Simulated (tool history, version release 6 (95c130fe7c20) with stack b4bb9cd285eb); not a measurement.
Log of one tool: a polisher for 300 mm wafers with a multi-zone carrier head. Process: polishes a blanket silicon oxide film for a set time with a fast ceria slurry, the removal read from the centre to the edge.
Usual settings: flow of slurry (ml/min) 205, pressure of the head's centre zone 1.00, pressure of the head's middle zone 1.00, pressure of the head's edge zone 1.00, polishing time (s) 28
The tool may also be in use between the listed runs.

run	hour	flow of slurry (ml/min)	pressure of the head's centre zone	pressure of the head's middle zone	pressure of the head's edge zone	polishing time (s)	incoming thickness of the incoming film, nm	film removed at the wafer's centre (Å)	film removed at mid-radius (Å)	film removed at the wafer's edge (Å)
1	0.0	235	1.00	1.00	1.00	21	1650.4	3384	3407	3337
2	31.6	205	1.00	1.00	1.00	21	1633.8	3238	3276	3243
# hour 43.6: edge zone pressure recalibrated
3	60.5	205	0.89	1.00	1.00	28	1617.7	3779	4287	4307
# hour 69.0: carrier head's membrane replaced by a new one
4	95.6	205	1.00	1.00	1.00	28	1663.1	4280	4301	4208
# hour 108.8: worn pad replaced by a new one
# hour 127.0: slurry nozzle cleaned
5	129.8	205	1.00	1.10	1.00	28	1635.5	4685	4988	4547
6	153.8	205	1.00	1.00	1.00	28	1650.8	4637	4604	4508
7	178.6	205	1.00	1.00	1.00	28	1671.5	4591	4621	4590
8	193.7	205	0.94	1.00	1.00	28	1671.8	4392	4583	4584
9	218.8	270	1.09	1.00	1.06	38	1664.1	7163	6544	6604
10	265.6	270	1.00	1.00	1.00	28	1669.7	4809	4795	4585
11	298.4	205	1.00	0.93	0.88	28	1659.5	4563	4257	4238
# hour 330.1: worn pad replaced by a new one
12	333.1	205	0.93	1.00	1.10	24	1659.2	3637	3931	4058
# hour 342.7: centre zone pressure recalibrated
13	360.5	205	1.00	1.00	1.00	28	1640.9	4576	4506	4366
14	385.5	205	1.00	1.00	1.00	28	1637.6	4527	4519	4465
15	421.0	205	1.00	1.00	1.00	28	1657.3	4527	4475	4455
16	442.9	205	1.00	1.00	1.09	34	1653.6	5457	5492	5621
17	458.7	205	1.00	1.00	1.00	28	1650.1	4428	4459	4504
18	483.9	205	1.00	1.05	1.00	32	1646.7	5131	5296	5135
19	499.8	205	1.00	1.00	1.00	28	1649.1	4398	4426	4441
# hour 519.6: worn pad replaced by a new one
20	524.2	205	0.96	1.00	1.00	20	1647.9	3020	3179	3190
21	537.0	145	1.00	1.00	1.00	28	1637.9	3989	4078	4083
22	572.2	205	0.96	1.00	1.06	28	1650.0	4195	4427	4484

Forecast each of these 4 alternatives for the next run:
A	572.6	205	1.00	1.00	1.00	28	1636.0	?	?	?
B	572.6	205	1.00	0.90	1.00	28	1636.0	?	?	?
C	572.6	205	1.00	1.00	0.90	23	1636.0	?	?	?
D	572.6	260	0.96	1.00	1.08	28	1636.0	?	?	?

run	film removed at the wafer's centre (Å)	film removed at mid-radius (Å)	film removed at the wafer's edge (Å)
A	4404	4403	4369
B	4401	4031	4375
C	3618	3617	3416
D	4445	4604	4687
Without the tool's hidden state the same runs would have given:
run	film removed at the wafer's centre (Å)	film removed at mid-radius (Å)	film removed at the wafer's edge (Å)
A	4697	4662	4555
B	4694	4268	4561
C	3859	3830	3561
D	4672	4814	4845
